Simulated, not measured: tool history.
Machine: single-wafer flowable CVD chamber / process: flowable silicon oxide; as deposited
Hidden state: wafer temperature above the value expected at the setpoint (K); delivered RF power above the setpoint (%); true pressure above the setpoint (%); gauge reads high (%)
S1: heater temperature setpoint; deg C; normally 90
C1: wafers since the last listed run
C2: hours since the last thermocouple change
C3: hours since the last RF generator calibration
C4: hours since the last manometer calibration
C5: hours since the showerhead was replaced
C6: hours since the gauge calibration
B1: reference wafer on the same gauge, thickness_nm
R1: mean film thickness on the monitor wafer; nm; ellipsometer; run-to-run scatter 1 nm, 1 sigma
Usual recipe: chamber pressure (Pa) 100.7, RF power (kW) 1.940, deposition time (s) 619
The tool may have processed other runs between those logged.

run 1 hour=0.0 | S1=90 chamber_pressure_(Pa)=100.7 RF_power_(kW)=1.940 deposition_time_(s)=619 | C1=0 C2=464.8 C3=122.9 C4=1911.8 C5=5414.1 C6=83.1 | B1=371.056 | R1=437.116
run 2 hour=61.1 | S1=90 chamber_pressure_(Pa)=100.7 RF_power_(kW)=1.940 deposition_time_(s)=619 | C1=257 C2=525.9 C3=184.0 C4=1972.9 C5=5475.2 C6=144.2 | B1=371.024 | R1=435.696
run 3 hour=104.0 | S1=90 chamber_pressure_(Pa)=100.7 RF_power_(kW)=1.940 deposition_time_(s)=619 | C1=180 C2=568.8 C3=226.9 C4=2015.8 C5=5518.1 C6=187.1 | B1=371.083 | R1=435.976
run 4 hour=171.9 | S1=90 chamber_pressure_(Pa)=100.7 RF_power_(kW)=1.940 deposition_time_(s)=619 | C1=286 C2=636.7 C3=294.8 C4=2083.7 C5=5586.0 C6=255.0 | B1=371.152 | R1=434.847
run 5 hour=217.4 | S1=90 chamber_pressure_(Pa)=100.7 RF_power_(kW)=1.940 deposition_time_(s)=619 | C1=191 C2=682.2 C3=340.3 C4=2129.2 C5=5631.5 C6=300.5 | B1=370.954 | R1=435.312
run 6 hour=287.9 | S1=97 chamber_pressure_(Pa)=100.7 RF_power_(kW)=1.940 deposition_time_(s)=532 | C1=297 C2=752.7 C3=410.8 C4=2199.7 C5=5702.0 C6=371.0 | B1=370.974 | R1=304.447
run 7 hour=368.0 | S1=97 chamber_pressure_(Pa)=100.7 RF_power_(kW)=1.940 deposition_time_(s)=532 | C1=337 C2=832.8 C3=490.9 C4=2279.8 C5=5782.1 C6=451.1 | B1=371.133 | R1=301.268
run 8 hour=438.4 | S1=90 chamber_pressure_(Pa)=100.7 RF_power_(kW)=1.940 deposition_time_(s)=619 | C1=296 C2=903.2 C3=561.3 C4=2350.2 C5=5852.5 C6=521.5 | B1=370.977 | R1=431.899
run 9 hour=532.8 | S1=90 chamber_pressure_(Pa)=100.7 RF_power_(kW)=1.940 deposition_time_(s)=619 | C1=398 C2=997.6 C3=655.7 C4=2444.6 C5=5946.9 C6=615.9 | B1=370.969 | R1=429.783
-- hour=589.8 capacitance manometer re-zeroed and calibrated
run 10 hour=592.2 | S1=90 chamber_pressure_(Pa)=100.7 RF_power_(kW)=1.940 deposition_time_(s)=619 | C1=216 C2=1057.0 C3=715.1 C4=2.4 C5=6006.3 C6=675.3 | B1=370.936 | R1=430.504
run 11 hour=683.9 | S1=90 chamber_pressure_(Pa)=100.7 RF_power_(kW)=1.940 deposition_time_(s)=619 | C1=386 C2=1148.7 C3=806.8 C4=94.1 C5=6098.0 C6=767.0 | B1=371.241 | R1=428.074
run 12 hour=787.0 | S1=90 chamber_pressure_(Pa)=116.4 RF_power_(kW)=1.660 deposition_time_(s)=619 | C1=434 C2=1251.8 C3=909.9 C4=197.2 C5=6201.1 C6=870.1 | B1=371.168 | R1=475.701
run 13 hour=853.4 | S1=102 chamber_pressure_(Pa)=110.1 RF_power_(kW)=1.940 deposition_time_(s)=518 | C1=279 C2=1318.2 C3=976.3 C4=263.6 C5=6267.5 C6=936.5 | B1=370.948 | R1=273.400
-- hour=877.4 gauge calibrated
-- hour=902.3 showerhead replaced
-- hour=1054.9 thermocouple changed; heater temperature recalibrated
run 14 hour=1170.1 | S1=76 chamber_pressure_(Pa)=100.7 RF_power_(kW)=1.940 deposition_time_(s)=619 | C1=1268 C2=115.2 C3=1293.0 C4=580.3 C5=267.8 C6=292.7 | B1=371.058 | R1=621.685
-- hour=1206.9 RF generator calibrated
run 15 hour=1252.0 | S1=90 chamber_pressure_(Pa)=100.7 RF_power_(kW)=1.940 deposition_time_(s)=619 | C1=311 C2=197.1 C3=45.1 C4=662.2 C5=349.7 C6=374.6 | B1=370.861 | R1=437.985
run 16 hour=1342.7 | S1=90 chamber_pressure_(Pa)=109.6 RF_power_(kW)=1.600 deposition_time_(s)=699 | C1=382 C2=287.8 C3=135.8 C4=752.9 C5=440.4 C6=465.3 | B1=370.907 | R1=517.121

What does the tool deliver on the next run?
run 17 hour=1449.4 | S1=90 chamber_pressure_(Pa)=100.7 RF_power_(kW)=2.130 deposition_time_(s)=619 | C1=449 C2=394.5 C3=242.5 C4=859.6 C5=547.1 C6=572.0 | B1=? | R1=?

{"run 17": {"B1": 371.013, "R1": 444.18}}
Take away the tool's hidden state, keep the run-to-run variation as it was, and the same run would have given R1 448.359 nm.
